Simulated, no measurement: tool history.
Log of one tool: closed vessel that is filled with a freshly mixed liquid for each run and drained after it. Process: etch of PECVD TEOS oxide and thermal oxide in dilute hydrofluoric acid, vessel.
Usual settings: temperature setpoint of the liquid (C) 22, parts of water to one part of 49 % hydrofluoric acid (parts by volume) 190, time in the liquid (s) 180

run     day  temperature setpoint of the liquid (C)  parts of water to one part of 49 % hydrofluoric acid (parts by volume)  time in the liquid (s)  wafers since the last listed run  hours since the thermometer was replaced  hours since the hydrofluoric acid flow meter was replaced  hours since the gauge calibration  read-back film thickness of the PECVD TEOS oxide reference wafer, read on the same gauge (nm)  read-back film thickness of the thermal oxide reference wafer, read on the same gauge (nm)  thickness taken off the PECVD TEOS oxide on a monitor wafer (Å)  thickness taken off the thermal oxide on a monitor wafer (Å)
  1       0                                    23.5                                                                     190                     215                                 0                                     175.1                                                      872.2                             1662.4                                                                                          49.24                                                                                      78.781                                                            188.2                                                          49.1
  2   2.533                                    23.5                                                                     190                     215                              3995                                     235.9                                                        933                             1723.2                                                                                          49.18                                                                                      78.685                                                            188.4                                                         47.96
  3   4.483                                    20.5                                                                     275                     285                              3075                                     282.7                                                      979.8                               1770                                                                                          49.17                                                                                      78.667                                                            141.9                                                         36.57
  4   5.533                                      22                                                                     160                      80                              1656                                     307.9                                                       1005                             1795.2                                                                                          49.16                                                                                      78.666                                                             80.4                                                            21
  5   7.462                                    23.5                                                                     190                     180                              3042                                     354.2                                                     1051.3                             1841.5                                                                                          49.15                                                                                      78.576                                                              157                                                         40.81
  6  10.371                                      22                                                                     230                      70                              4587                                       424                                                     1121.1                             1911.3                                                                                          49.11                                                                                      78.572                                                             45.7                                                         11.69
  7  11.996                                      22                                                                     190                     180                              2562                                       463                                                     1160.1                             1950.3                                                                                          49.04                                                                                      78.499                                                            149.3                                                         38.06
  8  13.704                                    18.5                                                                     260                      75                              2694                                       504                                                     1201.1                             1991.3                                                                                          49.09                                                                                      78.478                                                             36.9                                                          9.53
  9  15.467                                      26                                                                     100                     290                              2779                                     546.3                                                     1243.4                             2033.6                                                                                          49.01                                                                                      78.469                                                            588.2                                                        152.16
 10  18.275                                      22                                                                     190                     180                              4429                                     613.7                                                     1310.8                               2101                                                                                          48.99                                                                                      78.406                                                            147.7                                                         38.18
 11  19.817                                      22                                                                     260                     180                              2431                                     650.7                                                     1347.8                               2138                                                                                          48.98                                                                                      78.361                                                             99.8                                                         26.07
 12   22.05                                      22                                                                     190                     180                              3522                                     704.3                                                     1401.4                             2191.6                                                                                          48.96                                                                                      78.314                                                            148.1                                                          37.6
     22.208  -- hydrofluoric acid flow meter replaced
 13  25.708                                      22                                                                     190                     180                              5704                                     792.1                                                         84                             2279.4                                                                                          48.92                                                                                      78.263                                                            147.5                                                         38.43
     25.746  -- gauge calibrated
 14  28.071                                      22                                                                     115                     135                              3726                                     848.8                                                      140.7                               55.8                                                                                           49.8                                                                                      79.703                                                            204.3                                                         52.89
 15  30.554                                    25.5                                                                     190                      75                              3916                                     908.4                                                      200.3                              115.4                                                                                          49.77                                                                                      79.646                                                             71.9                                                         18.73
 16  31.633                                      24                                                                     260                     125                              1702                                     934.3                                                      226.2                              141.3                                                                                          49.76                                                                                       79.63                                                             77.1                                                         19.92
 17  34.004                                      22                                                                     140                     240                              3739                                     991.2                                                      283.1                              198.2                                                                                          49.71                                                                                      79.598                                                            286.6                                                         73.27
 18  35.775                                    17.5                                                                     150                     180                              2792                                    1033.7                                                      325.6                              240.7                                                                                          49.71                                                                                      79.517                                                            165.9                                                         42.98
 19  37.529                                      26                                                                     190                     180                              2766                                    1075.8                                                      367.7                              282.8                                                                                          49.68                                                                                      79.458                                                            174.4                                                         44.87
 20  39.233                                    19.5                                                                     255                      85                              2687                                    1116.7                                                      408.6                              323.7                                                                                          49.66                                                                                      79.454                                                             44.8                                                         11.57
 21  41.717                                      19                                                                     225                     215                              3916                                    1176.3                                                      468.2                              383.3                                                                                          49.66                                                                                       79.43                                                            129.9                                                         33.74
 22  43.221                                    17.5                                                                     220                     240                              2372                                    1212.4                                                      504.3                              419.4                                                                                          49.61                                                                                      79.399                                                            141.4                                                         35.82
 23  44.246                                      22                                                                     255                     120                              1616                                      1237                                                      528.9                                444                                                                                          49.59                                                                                      79.357                                                               70                                                          17.8
 24  46.033                                      24                                                                     190                     245                              2819                                    1279.9                                                      571.8                              486.9                                                                                          49.56                                                                                      79.323                                                            220.6                                                         56.26
 25   47.45                                      22                                                                     190                     180                              2234                                    1313.9                                                      605.8                              520.9                                                                                          49.57                                                                                      79.298                                                            151.5                                                         38.86
 26  49.829                                      22                                                                     190                     180                              3752                                      1371                                                      662.9                                578                                                                                          49.51                                                                                      79.273                                                            150.6                                                         38.85

4 ways to go on from here, each from the tool as it stands after run 26. What would each give?
  A  49.858                                      22                                                                     190                     230                                46                                    1371.7                                                      663.6                              578.7                                                                                              ?                                                                                           ?                                                                ?                                                             ?
  B  49.858                                      22                                                                     190                     120                                46                                    1371.7                                                      663.6                              578.7                                                                                              ?                                                                                           ?                                                                ?                                                             ?
  C  49.858                                      20                                                                     115                     100                                46                                    1371.7                                                      663.6                              578.7                                                                                              ?                                                                                           ?                                                                ?                                                             ?
  D  49.858                                      22                                                                     255                     180                                46                                    1371.7                                                      663.6                              578.7                                                                                              ?                                                                                           ?                                                                ?                                                             ?

run  read-back film thickness of the PECVD TEOS oxide reference wafer, read on the same gauge (nm)  read-back film thickness of the thermal oxide reference wafer, read on the same gauge (nm)  thickness taken off the PECVD TEOS oxide on a monitor wafer (Å)  thickness taken off the thermal oxide on a monitor wafer (Å)
  A                                                                                          49.55                                                                                      79.257                                                            191.7                                                         49.14
  B                                                                                          49.55                                                                                      79.257                                                              100                                                         25.64
  C                                                                                          49.55                                                                                      79.257                                                            137.9                                                         35.34
  D                                                                                          49.55                                                                                      79.257                                                            104.7                                                         26.85
Without the tool's hidden state the same runs would have given:
run  thickness taken off the PECVD TEOS oxide on a monitor wafer (Å)  thickness taken off the thermal oxide on a monitor wafer (Å)
  A                                                            193.5                                                         49.61
  B                                                              101                                                         25.88
  C                                                            139.2                                                         35.67
  D                                                            105.7                                                          27.1
